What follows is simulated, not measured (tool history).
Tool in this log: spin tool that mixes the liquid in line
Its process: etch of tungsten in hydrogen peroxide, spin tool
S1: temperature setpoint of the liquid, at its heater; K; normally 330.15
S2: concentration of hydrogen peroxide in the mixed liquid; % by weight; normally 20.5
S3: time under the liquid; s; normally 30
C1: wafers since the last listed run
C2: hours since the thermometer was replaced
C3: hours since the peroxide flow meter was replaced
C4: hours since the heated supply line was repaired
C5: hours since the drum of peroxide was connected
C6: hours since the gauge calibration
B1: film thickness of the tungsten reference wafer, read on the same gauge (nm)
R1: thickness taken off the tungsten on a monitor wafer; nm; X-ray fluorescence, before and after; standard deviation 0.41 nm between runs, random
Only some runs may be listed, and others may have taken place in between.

| run | day | S1 | S2 | S3 | C1 | C2 | C3 | C4 | C5 | C6 | B1 | R1 |
|---|---|---|---|---|---|---|---|---|---|---|---|---|
| 1 | 0.000 | 330.15 | 23.5 | 40 | 0 | 480.3 | 159.7 | 739.2 | 302.5 | 290.2 | 40.01 | 81.21 |
|  | 7.908 | thermometer replaced |
| 2 | 9.021 | 330.15 | 23.5 | 40 | 2238 | 26.7 | 376.2 | 955.7 | 519.0 | 506.7 | 40.01 | 81.62 |
| 3 | 11.133 | 330.15 | 25.0 | 30 | 526 | 77.4 | 426.9 | 1006.4 | 569.7 | 557.4 | 40.04 | 63.34 |
|  | 21.988 | peroxide flow meter replaced |
| 4 | 24.138 | 330.15 | 17.0 | 30 | 3230 | 389.5 | 51.6 | 1318.5 | 881.8 | 869.5 | 40.02 | 52.58 |
| 5 | 27.721 | 330.15 | 20.5 | 30 | 893 | 475.5 | 137.6 | 1404.5 | 967.8 | 955.5 | 39.98 | 57.31 |
| 6 | 30.621 | 330.15 | 20.5 | 30 | 722 | 545.1 | 207.2 | 1474.1 | 1037.4 | 1025.1 | 40.00 | 56.75 |
| 7 | 34.492 | 330.15 | 20.5 | 30 | 964 | 638.0 | 300.1 | 1567.0 | 1130.3 | 1118.0 | 39.97 | 57.23 |
|  | 36.071 | thermometer replaced |
| 8 | 36.592 | 330.15 | 20.5 | 30 | 513 | 12.5 | 350.5 | 1617.4 | 1180.7 | 1168.4 | 39.93 | 56.83 |
| 9 | 39.229 | 333.65 | 20.5 | 30 | 657 | 75.8 | 413.8 | 1680.7 | 1244.0 | 1231.7 | 39.99 | 70.80 |
|  | 41.146 | heated supply line repaired |
|  | 43.258 | new drum of peroxide connected |
| 10 | 43.425 | 333.65 | 20.5 | 30 | 1025 | 176.5 | 514.5 | 54.7 | 4.0 | 1332.4 | 40.00 | 70.08 |
|  | 45.950 | gauge calibrated |
| 11 | 46.908 | 325.15 | 20.5 | 50 | 868 | 260.1 | 598.1 | 138.3 | 87.6 | 23.0 | 40.02 | 71.15 |
| 12 | 50.008 | 330.15 | 20.5 | 30 | 772 | 334.5 | 672.5 | 212.7 | 162.0 | 97.4 | 39.96 | 56.86 |
| 13 | 52.408 | 333.15 | 23.0 | 15 | 598 | 392.1 | 730.1 | 270.3 | 219.6 | 155.0 | 39.97 | 36.28 |
|  | 55.721 | peroxide flow meter replaced |
| 14 | 56.704 | 330.15 | 20.5 | 30 | 1060 | 495.2 | 23.6 | 373.4 | 322.7 | 258.1 | 40.04 | 57.56 |
| 15 | 59.196 | 330.15 | 20.5 | 30 | 621 | 555.0 | 83.4 | 433.2 | 382.5 | 317.9 | 40.03 | 57.10 |
|  | 65.771 | thermometer replaced |
| 16 | 69.821 | 335.15 | 15.0 | 20 | 2637 | 97.2 | 338.4 | 688.2 | 637.5 | 572.9 | 39.99 | 43.92 |
| 17 | 73.771 | 330.15 | 18.0 | 20 | 984 | 192.0 | 433.2 | 783.0 | 732.3 | 667.7 | 39.99 | 36.13 |
| 18 | 77.646 | 330.15 | 25.0 | 20 | 965 | 285.0 | 526.2 | 876.0 | 825.3 | 760.7 | 39.95 | 42.52 |
| 19 | 80.492 | 339.15 | 17.0 | 30 | 709 | 353.3 | 594.5 | 944.3 | 893.6 | 829.0 | 39.98 | 87.07 |
| 20 | 82.138 | 327.15 | 26.0 | 20 | 410 | 392.8 | 634.0 | 983.8 | 933.1 | 868.5 | 40.05 | 36.02 |

What the log doesn't show, run by run:
liquid colder than its thermometer reads (K): 0 across all the runs
peroxide flow above the setpoint (%): 0 across all the runs
temperature lost on the way to the wafer (K): 0 across all the runs
peroxide weaker than its label (%): 0 across all the runs
gauge reads high (%): 0 across all the runs
